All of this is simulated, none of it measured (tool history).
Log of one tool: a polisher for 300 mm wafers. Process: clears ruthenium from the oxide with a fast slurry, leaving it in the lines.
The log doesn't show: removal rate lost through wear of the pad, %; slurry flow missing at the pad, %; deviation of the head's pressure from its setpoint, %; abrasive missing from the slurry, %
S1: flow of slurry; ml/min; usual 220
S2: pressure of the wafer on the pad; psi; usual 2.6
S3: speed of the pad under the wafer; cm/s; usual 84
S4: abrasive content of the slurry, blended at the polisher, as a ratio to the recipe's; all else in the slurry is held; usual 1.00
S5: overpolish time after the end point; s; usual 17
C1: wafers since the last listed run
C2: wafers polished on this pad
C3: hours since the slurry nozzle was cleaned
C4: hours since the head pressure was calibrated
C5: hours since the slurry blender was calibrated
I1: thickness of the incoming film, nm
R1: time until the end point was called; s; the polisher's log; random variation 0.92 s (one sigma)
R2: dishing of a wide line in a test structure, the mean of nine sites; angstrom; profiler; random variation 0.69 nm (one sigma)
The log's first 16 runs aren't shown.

| run | day | S1 | S2 | S3 | S4 | S5 | C1 | C2 | C3 | C4 | C5 | I1 | R1 | R2 |
|---|---|---|---|---|---|---|---|---|---|---|---|---|---|---|
| 17 | 9.433 | 250 | 2.6 | 62 | 1.00 | 14 | 91 | 114 | 239.3 | 986.7 | 34.8 | 198.3 | 79.3 | 300 |
|  | 9.538 | head pressure recalibrated |
| 18 | 10.121 | 220 | 2.9 | 56 | 0.85 | 26 | 94 | 209 | 255.8 | 14.0 | 51.3 | 200.3 | 78.7 | 524 |
| 19 | 10.858 | 220 | 2.8 | 108 | 1.00 | 24 | 115 | 325 | 273.5 | 31.7 | 69.0 | 202.4 | 55.0 | 630 |
| 20 | 11.600 | 220 | 2.6 | 84 | 1.00 | 17 | 116 | 441 | 291.3 | 49.5 | 86.8 | 200.8 | 69.3 | 412 |
| 21 | 11.879 | 180 | 3.0 | 84 | 1.20 | 25 | 43 | 485 | 298.0 | 56.2 | 93.5 | 200.9 | 58.1 | 638 |
| 22 | 12.542 | 195 | 2.6 | 84 | 1.00 | 13 | 104 | 589 | 313.9 | 72.1 | 109.4 | 202.6 | 70.3 | 316 |
|  | 12.683 | slurry blender recalibrated |
| 23 | 13.662 | 220 | 2.6 | 94 | 1.00 | 11 | 163 | 752 | 340.8 | 99.0 | 23.5 | 195.9 | 61.2 | 306 |
|  | 14.225 | worn pad replaced by a new one |
| 24 | 14.246 | 220 | 1.8 | 70 | 1.00 | 23 | 65 | 3 | 354.8 | 113.0 | 37.5 | 198.3 | 110.3 | 346 |
| 25 | 14.888 | 220 | 2.1 | 68 | 0.90 | 17 | 100 | 104 | 370.2 | 128.4 | 52.9 | 198.8 | 95.6 | 297 |
| 26 | 15.217 | 220 | 2.6 | 84 | 1.00 | 17 | 51 | 156 | 378.1 | 136.3 | 60.8 | 200.3 | 67.0 | 398 |
| 27 | 15.771 | 220 | 2.6 | 84 | 1.00 | 17 | 87 | 243 | 391.4 | 149.6 | 74.1 | 201.1 | 68.2 | 400 |
| 28 | 16.154 | 260 | 2.6 | 96 | 1.00 | 17 | 60 | 303 | 400.6 | 158.8 | 83.3 | 201.2 | 61.1 | 446 |
| 29 | 16.562 | 220 | 1.9 | 70 | 1.00 | 17 | 64 | 367 | 410.4 | 168.6 | 93.1 | 201.3 | 105.0 | 277 |
|  | 17.058 | slurry blender recalibrated |
| 30 | 17.138 | 280 | 2.9 | 102 | 1.00 | 22 | 77 | 444 | 424.2 | 182.4 | 1.9 | 196.1 | 50.8 | 621 |

Forecast each of these 3 alternatives for the next run:
| A | 17.158 | 220 | 2.6 | 84 | 1.00 | 17 | 3 | 448 | 424.7 | 182.9 | 2.4 | 200.2 | ? | ? |
| B | 17.158 | 220 | 3.0 | 60 | 0.80 | 22 | 3 | 448 | 424.7 | 182.9 | 2.4 | 200.2 | ? | ? |
| C | 17.158 | 255 | 2.6 | 70 | 1.00 | 22 | 3 | 448 | 424.7 | 182.9 | 2.4 | 200.2 | ? | ? |

| run | R1 | R2 |
|---|---|---|
| A | 68.0 | 416 |
| B | 74.7 | 478 |
| C | 74.2 | 481 |
Without the tool's hidden state the same runs would have given:
| run | R1 | R2 |
|---|---|---|
| A | 68.0 | 416 |
| B | 74.7 | 478 |
| C | 74.2 | 481 |
